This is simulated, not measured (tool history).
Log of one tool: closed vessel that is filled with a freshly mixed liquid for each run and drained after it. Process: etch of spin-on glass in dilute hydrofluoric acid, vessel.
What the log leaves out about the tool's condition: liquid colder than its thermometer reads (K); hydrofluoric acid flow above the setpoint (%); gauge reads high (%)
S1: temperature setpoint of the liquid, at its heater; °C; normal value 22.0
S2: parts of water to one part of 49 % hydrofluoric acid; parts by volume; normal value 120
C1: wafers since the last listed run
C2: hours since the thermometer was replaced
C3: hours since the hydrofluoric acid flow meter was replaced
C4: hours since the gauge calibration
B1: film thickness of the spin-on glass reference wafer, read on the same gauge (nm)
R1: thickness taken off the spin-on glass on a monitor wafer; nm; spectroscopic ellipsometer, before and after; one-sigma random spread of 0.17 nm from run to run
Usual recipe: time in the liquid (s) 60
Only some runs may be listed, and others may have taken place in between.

Run 1, hour 0.0: usual settings; C1 0; C2 1992.5; C3 1986.4; C4 505.1; B1 140.02. Result: R1 27.03 nm.
Run 2, hour 23.6: usual settings but S1 23.5 °C, time in the liquid (s) 45; C1 1644; C2 2016.1; C3 2010.0; C4 528.7; B1 140.00. Result: R1 21.63 nm.
Run 3, hour 42.3: usual settings but S1 23.5 °C, time in the liquid (s) 45; C1 1302; C2 2034.8; C3 2028.7; C4 547.4; B1 140.03. Result: R1 21.73 nm.
Run 4, hour 77.8: usual settings but S1 23.5 °C, time in the liquid (s) 45; C1 2473; C2 2070.3; C3 2064.2; C4 582.9; B1 140.04. Result: R1 21.67 nm.
Run 5, hour 93.1: usual settings but time in the liquid (s) 70; C1 1065; C2 2085.6; C3 2079.5; C4 598.2; B1 140.02. Result: R1 31.88 nm.
Run 6, hour 125.3: usual settings but time in the liquid (s) 70; C1 2243; C2 2117.8; C3 2111.7; C4 630.4; B1 139.98. Result: R1 32.14 nm.
Run 7, hour 150.7: usual settings but S2 135 parts by volume, time in the liquid (s) 70; C1 1769; C2 2143.2; C3 2137.1; C4 655.8; B1 140.01. Result: R1 28.11 nm.
Run 8, hour 173.1: usual settings but S2 135 parts by volume, time in the liquid (s) 70; C1 1560; C2 2165.6; C3 2159.5; C4 678.2; B1 139.96. Result: R1 28.00 nm.
Run 9, hour 198.7: usual settings; C1 1783; C2 2191.2; C3 2185.1; C4 703.8; B1 140.00. Result: R1 27.55 nm.
Run 10, hour 272.7: usual settings; C1 5155; C2 2265.2; C3 2259.1; C4 777.8; B1 140.00. Result: R1 27.73 nm.
At hour 280.8: gauge calibrated.
Run 11, hour 296.3: usual settings; C1 1644; C2 2288.8; C3 2282.7; C4 15.5; B1 140.02. Result: R1 27.95 nm.
Run 12, hour 316.9: usual settings; C1 1435; C2 2309.4; C3 2303.3; C4 36.1; B1 139.96. Result: R1 28.04 nm.
Run 13, hour 329.4: usual settings but S2 150 parts by volume; C1 870; C2 2321.9; C3 2315.8; C4 48.6; B1 140.06. Result: R1 21.56 nm.
Run 14, hour 363.7: usual settings but S2 140 parts by volume; C1 2389; C2 2356.2; C3 2350.1; C4 82.9; B1 139.99. Result: R1 23.40 nm.
Run 15, hour 390.7: usual settings but S1 19.5 °C, S2 170 parts by volume, time in the liquid (s) 90; C1 1880; C2 2383.2; C3 2377.1; C4 109.9; B1 140.02. Result: R1 25.25 nm.
At hour 418.3: hydrofluoric acid flow meter replaced.
Run 16, hour 419.8: usual settings; C1 1957; C2 2412.3; C3 1.5; C4 139.0; B1 140.04. Result: R1 24.36 nm.
At hour 421.0: thermometer replaced.
Run 17, hour 434.5: usual settings but S1 20.5 °C, S2 135 parts by volume; C1 954; C2 13.5; C3 16.2; C4 153.7; B1 139.99. Result: R1 20.09 nm.
Run 18, hour 508.9: usual settings but S1 25.0 °C, S2 95 parts by volume, time in the liquid (s) 80; C1 5183; C2 87.9; C3 90.6; C4 228.1; B1 140.03. Result: R1 47.39 nm.
Run 19, hour 537.9: usual settings; C1 2020; C2 116.9; C3 119.6; C4 257.1; B1 140.00. Result: R1 24.56 nm.
Run 20, hour 565.3: usual settings; C1 1908; C2 144.3; C3 147.0; C4 284.5; B1 139.94. Result: R1 24.64 nm.
Run 21, hour 625.6: usual settings but S1 18.5 °C, S2 175 parts by volume, time in the liquid (s) 50; C1 4200; C2 204.6; C3 207.3; C4 344.8; B1 140.00. Result: R1 11.49 nm.
Run 22, hour 654.5: usual settings but S1 20.0 °C, S2 165 parts by volume, time in the liquid (s) 50; C1 2013; C2 233.5; C3 236.2; C4 373.7; B1 140.01. Result: R1 13.21 nm.
Run 23, hour 682.8: usual settings but S1 19.5 °C, S2 65 parts by volume, time in the liquid (s) 50; C1 1971; C2 261.8; C3 264.5; C4 402.0; B1 140.01. Result: R1 36.47 nm.
Run 24, hour 704.0: usual settings but S2 165 parts by volume, time in the liquid (s) 80; C1 1476; C2 283.0; C3 285.7; C4 423.2; B1 140.02. Result: R1 23.05 nm.
Run 25, hour 724.9: usual settings but S1 17.5 °C, S2 155 parts by volume, time in the liquid (s) 80; C1 1455; C2 303.9; C3 306.6; C4 444.1; B1 139.99. Result: R1 20.61 nm.
Run 26, hour 754.2: usual settings but S1 25.0 °C, S2 60 parts by volume; C1 2041; C2 333.2; C3 335.9; C4 473.4; B1 139.98. Result: R1 60.44 nm.
Run 27, hour 769.2: usual settings but S2 60 parts by volume; C1 1044; C2 348.2; C3 350.9; C4 488.4; B1 140.03. Result: R1 53.22 nm.

3 options for the next run, each taken on its own from the tool as it stands now. Forecast them:
Run A, hour 769.9: usual settings but S1 20.5 °C; C1 48; C2 348.9; C3 351.6; C4 489.1; B1 ?. Result: R1 ?.
Run B, hour 769.9: usual settings but S2 100 parts by volume; C1 48; C2 348.9; C3 351.6; C4 489.1; B1 ?. Result: R1 ?.
Run C, hour 769.9: usual settings but S1 17.5 °C, S2 145 parts by volume; C1 48; C2 348.9; C3 351.6; C4 489.1; B1 ?. Result: R1 ?.

run      B1     R1
  A  139.96  23.26
  B  139.96  30.32
  C  139.96  16.61
What these runs would have given with no unlogged condition in the tool:
run     R1
  A  22.47
  B  29.31
  C  16.04
